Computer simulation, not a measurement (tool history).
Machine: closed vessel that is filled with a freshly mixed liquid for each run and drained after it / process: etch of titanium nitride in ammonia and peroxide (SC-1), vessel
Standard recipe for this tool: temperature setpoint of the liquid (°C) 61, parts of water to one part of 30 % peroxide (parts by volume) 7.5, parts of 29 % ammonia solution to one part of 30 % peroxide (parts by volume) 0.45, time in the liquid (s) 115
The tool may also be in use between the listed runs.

run	day	temperature setpoint of the liquid (°C)	parts of water to one part of 30 % peroxide (parts by volume)	parts of 29 % ammonia solution to one part of 30 % peroxide (parts by volume)	time in the liquid (s)	read-back film thickness of the titanium nitride reference wafer, read on the same gauge (nm)	thickness taken off the titanium nitride on a monitor wafer (Å)
1	0	56	7.5	0.45	115	140	219
2	8.254	56	7.5	0.45	115	139.99	220.4
3	12.438	61	7.5	0.45	115	139.99	306.1
4	21.242	61	7.5	0.45	115	139.99	310.8
5	23.362	61	7.5	0.45	115	140.01	305.5
# day 25.496: new drum of ammonia solution connected
6	26.858	61	7.5	0.45	65	140.02	174
# day 28.617: thermometer replaced
7	28.808	61	7.5	0.45	65	139.99	174.9
8	31.629	61	7.5	0.45	65	140	172.4
9	35.554	61	7.5	0.45	115	140	307.8
10	38.675	61	9.5	0.45	115	140	272.1
# day 40.192: gauge calibrated
11	42.717	61	8.5	0.35	65	139.98	155.8
12	47.183	61	7.5	0.45	65	139.99	174.8
13	48.825	61	5.5	0.45	115	140.02	355.4
14	53.321	61	5.5	0.45	115	139.98	355.8
# day 61.629: ammonia flow meter replaced
15	63.596	61	6	0.25	115	140.01	309.3
# day 64.9: new drum of ammonia solution connected
# day 67.492: thermometer replaced
16	67.938	61	7.5	0.45	180	139.98	478.9
17	72.288	61	5	0.25	115	140	340.6
18	76.821	69.5	7.5	0.45	60	139.99	274.6
19	82.075	61	5	0.35	115	140.01	359.4

Forecast each of these 4 alternatives for the next run:
A	82.104	61	7.5	0.45	115	?	?
B	82.104	69	10	0.45	165	?	?
C	82.104	53.5	5	0.6	90	?	?
D	82.104	61	5.5	0.3	115	?	?

run	read-back film thickness of the titanium nitride reference wafer, read on the same gauge (nm)	thickness taken off the titanium nitride on a monitor wafer (Å)
A	139.99	308.8
B	139.99	635.9
C	139.99	186.4
D	139.99	335.8
What these runs would have given with no unlogged condition in the tool:
run	thickness taken off the titanium nitride on a monitor wafer (Å)
A	308.8
B	635.9
C	186.4
D	335.8
